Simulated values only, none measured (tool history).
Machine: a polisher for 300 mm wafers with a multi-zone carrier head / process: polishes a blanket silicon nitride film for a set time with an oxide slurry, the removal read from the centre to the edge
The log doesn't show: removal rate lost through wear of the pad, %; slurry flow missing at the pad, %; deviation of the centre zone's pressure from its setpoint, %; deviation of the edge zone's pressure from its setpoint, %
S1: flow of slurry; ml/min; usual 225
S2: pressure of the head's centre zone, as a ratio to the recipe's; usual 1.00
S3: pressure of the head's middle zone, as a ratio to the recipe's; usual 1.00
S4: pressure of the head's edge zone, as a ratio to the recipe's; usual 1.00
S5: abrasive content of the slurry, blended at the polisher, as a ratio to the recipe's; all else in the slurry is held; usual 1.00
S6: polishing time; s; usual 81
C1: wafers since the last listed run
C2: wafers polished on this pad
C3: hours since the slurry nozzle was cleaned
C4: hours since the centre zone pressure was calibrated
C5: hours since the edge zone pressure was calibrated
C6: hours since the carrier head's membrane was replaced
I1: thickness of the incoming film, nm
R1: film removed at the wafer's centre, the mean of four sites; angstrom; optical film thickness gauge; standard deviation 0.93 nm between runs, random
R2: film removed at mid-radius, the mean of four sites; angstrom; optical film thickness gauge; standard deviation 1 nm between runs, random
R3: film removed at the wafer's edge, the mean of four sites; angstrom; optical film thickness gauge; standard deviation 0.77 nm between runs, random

run   hour   S1    S2    S3    S4    S5   S6   C1    C2     C3      C4      C5      C6     I1   R1   R2   R3
  1    0.0  175  1.00  1.00  1.00  1.00   81    0  1405  538.0  1401.2  1192.6  1452.4  371.2  601  601  633
       6.0  -- worn pad replaced by a new one
  2   26.5  225  1.00  1.00  0.95  1.00   81  236   215  564.5  1427.7  1219.1  1478.9  368.0  688  699  703
  3   48.1  225  1.00  1.00  0.95  1.00   81  226   441  586.1  1449.3  1240.7  1500.5  365.5  689  685  706
  4   61.6  225  1.00  1.00  1.00  1.00   81  141   583  599.6  1462.8  1254.2  1514.0  367.0  674  693  700
  5   74.0  225  1.00  1.00  1.00  1.00   81  130   713  612.0  1475.2  1266.6  1526.4  374.4  658  678  709
  6   89.5  225  1.00  1.00  1.00  1.00   81  162   876  627.5  1490.7  1282.1  1541.9  368.9  669  654  690
      92.7  -- centre zone pressure recalibrated
     101.5  -- edge zone pressure recalibrated
  7  108.8  225  1.00  1.00  1.00  1.00   81  160  1037  646.8    16.1     7.3  1561.2  376.1  658  639  691
     124.3  -- worn pad replaced by a new one
     125.7  -- carrier head's membrane replaced by a new one
  8  134.3  225  1.00  1.00  1.00  1.15   81  210    89  672.3    41.6    32.8     8.6  378.4  716  751  781
  9  159.4  245  1.00  1.00  1.00  0.75  105  263   353  697.4    66.7    57.9    33.7  372.2  793  806  827
 10  180.1  225  1.09  1.04  1.00  1.10   53  217   570  718.1    87.4    78.6    54.4  373.2  493  477  481
     194.9  -- slurry nozzle cleaned
 11  196.9  225  1.00  1.00  1.00  1.00   81  165   736    2.0   104.2    95.4    71.2  371.8  683  673  697
 12  212.9  225  1.00  0.89  1.00  1.00   81  168   904   18.0   120.2   111.4    87.2  371.7  667  625  699
 13  231.5  225  1.00  0.95  0.88  1.00   81  195  1100   36.6   138.8   130.0   105.8  373.1  638  616  648
     254.1  -- worn pad replaced by a new one
 14  257.1  225  1.00  1.00  0.90  1.00   67  226    31   62.2   164.4   155.6   131.4  366.6  578  571  568
 15  274.4  225  1.00  1.00  1.00  1.30   81  181   213   79.5   181.7   172.9   148.7  370.1  776  789  820

3 ways to go on from here, each from the tool as it stands after run 15. What would each give?
  A  274.8  225  1.00  1.00  1.00  1.00  93   4  217  79.9  182.1  173.3  149.1  371.5   ?   ?   ?
  B  274.8  225  1.00  1.00  1.00  1.00  90   4  217  79.9  182.1  173.3  149.1  371.5   ?   ?   ?
  C  274.8  225  1.00  0.93  0.91  1.00  81   4  217  79.9  182.1  173.3  149.1  371.5   ?   ?   ?

run   R1   R2   R3
  A  807  816  839
  B  781  790  812
  C  703  669  699
Stripped of hidden state, with their random variation kept, the same runs would have yielded:
run   R1   R2   R3
  A  809  819  841
  B  783  792  814
  C  705  671  702

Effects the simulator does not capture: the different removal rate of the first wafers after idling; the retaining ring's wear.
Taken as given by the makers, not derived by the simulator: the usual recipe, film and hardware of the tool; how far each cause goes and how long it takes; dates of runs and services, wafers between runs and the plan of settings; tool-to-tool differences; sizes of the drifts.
